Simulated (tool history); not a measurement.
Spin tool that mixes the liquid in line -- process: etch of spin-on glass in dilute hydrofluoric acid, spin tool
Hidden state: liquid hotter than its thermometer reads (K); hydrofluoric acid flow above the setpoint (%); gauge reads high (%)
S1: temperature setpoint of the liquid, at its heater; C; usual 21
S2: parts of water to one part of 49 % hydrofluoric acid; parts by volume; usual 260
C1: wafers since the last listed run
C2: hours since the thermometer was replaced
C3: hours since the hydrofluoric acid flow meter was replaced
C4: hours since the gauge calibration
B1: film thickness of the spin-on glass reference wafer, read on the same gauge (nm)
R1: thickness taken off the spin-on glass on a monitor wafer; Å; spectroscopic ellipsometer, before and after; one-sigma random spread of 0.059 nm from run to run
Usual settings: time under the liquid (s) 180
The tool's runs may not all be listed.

{"run": 1, "day": 0.0, "S1": 21, "S2": 260, "time under the liquid (s)": 180, "C1": 0, "C2": 1705.7, "C3": 1863.2, "C4": 193, "B1": 130.01, "R1": 111.3}
{"run": 2, "day": 0.592, "S1": 21, "S2": 260, "time under the liquid (s)": 180, "C1": 110, "C2": 1719.9, "C3": 1877.4, "C4": 207.2, "B1": 130, "R1": 111.2}
{"run": 3, "day": 1.321, "S1": 21, "S2": 260, "time under the liquid (s)": 180, "C1": 135, "C2": 1737.4, "C3": 1894.9, "C4": 224.7, "B1": 129.99, "R1": 110.9}
{"run": 4, "day": 1.625, "S1": 21, "S2": 260, "time under the liquid (s)": 180, "C1": 56, "C2": 1744.7, "C3": 1902.2, "C4": 232, "B1": 130.01, "R1": 111.4}
{"run": 5, "day": 2.112, "S1": 21, "S2": 260, "time under the liquid (s)": 180, "C1": 90, "C2": 1756.4, "C3": 1913.9, "C4": 243.7, "B1": 130.01, "R1": 110}
{"run": 6, "day": 2.775, "S1": 21, "S2": 260, "time under the liquid (s)": 180, "C1": 123, "C2": 1772.3, "C3": 1929.8, "C4": 259.6, "B1": 130, "R1": 110.9}
{"run": 7, "day": 3.362, "S1": 21, "S2": 260, "time under the liquid (s)": 145, "C1": 109, "C2": 1786.4, "C3": 1943.9, "C4": 273.7, "B1": 130, "R1": 89.6}
{"run": 8, "day": 4.033, "S1": 21, "S2": 260, "time under the liquid (s)": 145, "C1": 124, "C2": 1802.5, "C3": 1960, "C4": 289.8, "B1": 129.99, "R1": 88.8}
{"run": 9, "day": 4.562, "S1": 21, "S2": 260, "time under the liquid (s)": 145, "C1": 98, "C2": 1815.2, "C3": 1972.7, "C4": 302.5, "B1": 130, "R1": 90.1}
{"day": 4.738, "done": "thermometer replaced"}
{"run": 10, "day": 4.825, "S1": 21, "S2": 260, "time under the liquid (s)": 180, "C1": 41, "C2": 2.1, "C3": 1979, "C4": 308.8, "B1": 129.98, "R1": 116.6}
{"run": 11, "day": 5.446, "S1": 21, "S2": 260, "time under the liquid (s)": 180, "C1": 115, "C2": 17, "C3": 1993.9, "C4": 323.7, "B1": 130.02, "R1": 115.3}
{"run": 12, "day": 5.954, "S1": 21, "S2": 260, "time under the liquid (s)": 180, "C1": 94, "C2": 29.2, "C3": 2006.1, "C4": 335.9, "B1": 129.99, "R1": 115.7}
{"run": 13, "day": 6.608, "S1": 21, "S2": 175, "time under the liquid (s)": 180, "C1": 121, "C2": 44.9, "C3": 2021.8, "C4": 351.6, "B1": 129.99, "R1": 187.9}
{"run": 14, "day": 6.871, "S1": 21, "S2": 260, "time under the liquid (s)": 180, "C1": 48, "C2": 51.2, "C3": 2028.1, "C4": 357.9, "B1": 130, "R1": 116}
{"day": 7.138, "done": "hydrofluoric acid flow meter replaced"}
{"run": 15, "day": 7.279, "S1": 21, "S2": 325, "time under the liquid (s)": 115, "C1": 68, "C2": 61, "C3": 3.4, "C4": 367.7, "B1": 130, "R1": 56}
{"day": 7.571, "done": "thermometer replaced, repeated, since the last time left the tool worse"}
{"run": 16, "day": 7.946, "S1": 21, "S2": 260, "time under the liquid (s)": 180, "C1": 116, "C2": 9, "C3": 19.4, "C4": 383.7, "B1": 130, "R1": 104.4}
{"run": 17, "day": 8.608, "S1": 18, "S2": 260, "time under the liquid (s)": 115, "C1": 123, "C2": 24.9, "C3": 35.3, "C4": 399.6, "B1": 129.99, "R1": 59.1}
{"run": 18, "day": 9.283, "S1": 21, "S2": 260, "time under the liquid (s)": 180, "C1": 125, "C2": 41.1, "C3": 51.5, "C4": 415.8, "B1": 129.99, "R1": 104.7}
{"run": 19, "day": 9.633, "S1": 24.5, "S2": 260, "time under the liquid (s)": 215, "C1": 65, "C2": 49.5, "C3": 59.9, "C4": 424.2, "B1": 130, "R1": 139.5}
{"run": 20, "day": 10.175, "S1": 21, "S2": 260, "time under the liquid (s)": 180, "C1": 100, "C2": 62.5, "C3": 72.9, "C4": 437.2, "B1": 130.01, "R1": 105.1}
{"run": 21, "day": 10.525, "S1": 21, "S2": 260, "time under the liquid (s)": 180, "C1": 65, "C2": 70.9, "C3": 81.3, "C4": 445.6, "B1": 130.01, "R1": 104.1}
{"day": 10.742, "done": "gauge calibrated"}
{"run": 22, "day": 11.029, "S1": 24, "S2": 355, "time under the liquid (s)": 180, "C1": 93, "C2": 83, "C3": 93.4, "C4": 6.9, "B1": 130.01, "R1": 78.2}
{"run": 23, "day": 11.571, "S1": 21, "S2": 365, "time under the liquid (s)": 265, "C1": 100, "C2": 96, "C3": 106.4, "C4": 19.9, "B1": 130.01, "R1": 99}
{"run": 24, "day": 12.188, "S1": 22.5, "S2": 260, "time under the liquid (s)": 255, "C1": 114, "C2": 110.8, "C3": 121.2, "C4": 34.7, "B1": 129.99, "R1": 156.2}
{"run": 25, "day": 12.833, "S1": 17, "S2": 185, "time under the liquid (s)": 90, "C1": 120, "C2": 126.3, "C3": 136.7, "C4": 50.2, "B1": 130, "R1": 67.3}
{"run": 26, "day": 13.475, "S1": 21, "S2": 260, "time under the liquid (s)": 180, "C1": 119, "C2": 141.7, "C3": 152.1, "C4": 65.6, "B1": 130, "R1": 105.2}
{"run": 27, "day": 13.775, "S1": 22.5, "S2": 385, "time under the liquid (s)": 255, "C1": 55, "C2": 148.9, "C3": 159.3, "C4": 72.8, "B1": 130.01, "R1": 94.2}
{"run": 28, "day": 14.462, "S1": 21, "S2": 260, "time under the liquid (s)": 180, "C1": 127, "C2": 165.4, "C3": 175.8, "C4": 89.3, "B1": 130.01, "R1": 104.8}
{"run": 29, "day": 14.817, "S1": 23.5, "S2": 345, "time under the liquid (s)": 180, "C1": 65, "C2": 173.9, "C3": 184.3, "C4": 97.8, "B1": 130.02, "R1": 78.9}
{"run": 30, "day": 15.3, "S1": 21, "S2": 260, "time under the liquid (s)": 235, "C1": 89, "C2": 185.5, "C3": 195.9, "C4": 109.4, "B1": 129.99, "R1": 135.9}
{"run": 31, "day": 15.621, "S1": 23, "S2": 310, "time under the liquid (s)": 180, "C1": 59, "C2": 193.2, "C3": 203.6, "C4": 117.1, "B1": 130, "R1": 90.6}
{"run": 32, "day": 15.975, "S1": 24, "S2": 355, "time under the liquid (s)": 180, "C1": 65, "C2": 201.7, "C3": 212.1, "C4": 125.6, "B1": 130.03, "R1": 77.6}
{"run": 33, "day": 16.262, "S1": 19.5, "S2": 310, "time under the liquid (s)": 180, "C1": 53, "C2": 208.6, "C3": 219, "C4": 132.5, "B1": 129.99, "R1": 80.1}
{"run": 34, "day": 16.988, "S1": 21, "S2": 260, "time under the liquid (s)": 180, "C1": 134, "C2": 226, "C3": 236.4, "C4": 149.9, "B1": 130.01, "R1": 105.1}
{"run": 35, "day": 17.412, "S1": 24, "S2": 330, "time under the liquid (s)": 270, "C1": 79, "C2": 236.2, "C3": 246.6, "C4": 160.1, "B1": 130, "R1": 128.2}

Alternative continuations, all from the tool just after run 35; predict every row:
{"run": "A", "day": 17.433, "S1": 19, "S2": 260, "time under the liquid (s)": 180, "C1": 3, "C2": 236.7, "C3": 247.1, "C4": 160.6, "B1": "?", "R1": "?"}
{"run": "B", "day": 17.433, "S1": 19.5, "S2": 260, "time under the liquid (s)": 180, "C1": 3, "C2": 236.7, "C3": 247.1, "C4": 160.6, "B1": "?", "R1": "?"}
{"run": "C", "day": 17.433, "S1": 21, "S2": 260, "time under the liquid (s)": 115, "C1": 3, "C2": 236.7, "C3": 247.1, "C4": 160.6, "B1": "?", "R1": "?"}

run=A B1=130.01 R1=96.9
run=B B1=130.01 R1=98.8
run=C B1=130.01 R1=66.7
Had the tool no hidden state, the same runs would have come out as:
run=A R1=95.9
run=B R1=97.7
run=C R1=66
